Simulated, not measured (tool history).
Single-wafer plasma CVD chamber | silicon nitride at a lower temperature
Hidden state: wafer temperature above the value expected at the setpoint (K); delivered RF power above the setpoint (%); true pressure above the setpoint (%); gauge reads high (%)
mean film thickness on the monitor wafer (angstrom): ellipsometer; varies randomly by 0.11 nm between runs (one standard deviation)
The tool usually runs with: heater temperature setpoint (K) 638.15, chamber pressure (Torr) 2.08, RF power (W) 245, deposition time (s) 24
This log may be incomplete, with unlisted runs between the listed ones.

run,day,heater temperature setpoint (K),chamber pressure (Torr),RF power (W),deposition time (s),wafers since the last listed run,hours since the last thermocouple change,hours since the last RF generator calibration,hours since the last manometer calibration,hours since the showerhead was replaced,hours since the gauge calibration,"read-back reference wafer on the same gauge, thickness_nm",mean film thickness on the monitor wafer (angstrom)
1,0,638.15,2.08,245,24,0,373.7,1929.9,2504.2,7539.9,491.7,23.109,255.37
2,1.833,638.15,2.08,245,24,598,417.7,1973.9,2548.2,7583.9,535.7,23.115,253.7
3,3.546,638.15,2.08,245,24,558,458.8,2015,2589.3,7625,576.8,23.111,252.22
4,6.288,638.15,2.08,215,24,894,524.6,2080.8,2655.1,7690.8,642.6,23.071,218.8
5,8.825,638.15,2.08,245,24,827,585.5,2141.7,2716,7751.7,703.5,23.125,249.67
# day 9.175: showerhead replaced
# day 10.267: RF generator calibrated
6,10.288,642.15,2.08,260,24,259,620.6,0.5,2751.1,26.7,738.6,23.097,283.02
# day 11.1: capacitance manometer re-zeroed and calibrated
7,11.879,642.15,2.08,260,24,410,658.8,38.7,18.7,64.9,776.8,23.113,284.98
# day 12.983: gauge calibrated
8,13.575,638.15,1.89,200,24,553,699.5,79.4,59.4,105.6,14.2,23.1,208.45
9,16.483,643.15,2.47,280,24,948,769.3,149.2,129.2,175.4,84,23.106,321.35
10,18.283,638.15,1.95,290,24,587,812.5,192.4,172.4,218.6,127.2,23.095,306.6
11,19.321,638.15,2.08,245,24,338,837.4,217.3,197.3,243.5,152.1,23.086,269.81
# day 19.958: thermocouple changed; heater temperature recalibrated
12,21.775,638.15,2.53,275,24,691,43.6,276.2,256.2,302.4,211,23.13,318.66
13,24.138,638.15,2.08,285,27.8,770,100.3,332.9,312.9,359.1,267.7,23.102,355.19
14,26.167,651.15,2.08,245,24,661,149,381.6,361.6,407.8,316.4,23.104,266.69

Same runs, no hidden state in the tool, same run-to-run variation:
run,mean film thickness on the monitor wafer (angstrom)
1,270.75
2,269.74
3,268.88
4,234.86
5,268.47
6,283.47
7,285.44
8,208.84
9,321.95
10,307.22
11,270.42
12,319.49
13,356.28
14,267.67

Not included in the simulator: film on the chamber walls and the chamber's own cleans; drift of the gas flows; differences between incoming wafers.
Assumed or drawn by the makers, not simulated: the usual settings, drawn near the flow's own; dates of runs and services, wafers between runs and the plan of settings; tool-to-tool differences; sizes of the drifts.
